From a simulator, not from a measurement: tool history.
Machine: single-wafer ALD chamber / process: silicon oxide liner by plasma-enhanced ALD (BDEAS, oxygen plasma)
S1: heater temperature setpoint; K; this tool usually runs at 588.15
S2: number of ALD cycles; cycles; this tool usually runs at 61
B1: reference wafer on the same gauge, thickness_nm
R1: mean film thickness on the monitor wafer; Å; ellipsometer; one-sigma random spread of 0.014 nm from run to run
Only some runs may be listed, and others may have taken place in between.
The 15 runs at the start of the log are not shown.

run,hour,S1,S2,B1,R1
16,1097.8,588.15,51,6.271,47.79
17,1160.6,588.15,61,6.27,56.74
18,1208.6,588.15,61,6.273,56.65
19,1302.6,588.15,61,6.274,56.68
20,1339.5,593.15,53,6.27,48.9
21,1378.3,596.15,61,6.265,56
22,1421,599.15,49,6.274,45.21
23,1468.3,593.15,51,6.273,47.22
24,1539.5,576.15,57,6.272,53.93
25,1603,575.15,51,6.275,48.2
26,1664.9,588.15,61,6.269,56.74
27,1702.1,583.15,49,6.273,46.01
28,1787,588.15,61,6.273,56.91
29,1857.2,581.15,53,6.274,49.67
30,1911.4,597.15,56,6.269,51.5
31,1958,603.15,71,6.268,64.6
32,2015.3,588.15,55,6.271,51.11
33,2074.5,598.15,57,6.27,52.3
34,2166.5,579.15,50,6.275,47.2
35,2205.4,584.15,66,6.271,61.62
36,2263.9,588.15,70,6.269,65.13

Run 37, settings as shown, results not yet in. Your forecast:
37,2349.7,588.15,61,?,?

{"run 37": {"B1": 6.272, "R1": 56.98}}
On a tool with no hidden condition, and with the same random variation, this run would have come out at R1 57.12 Å.
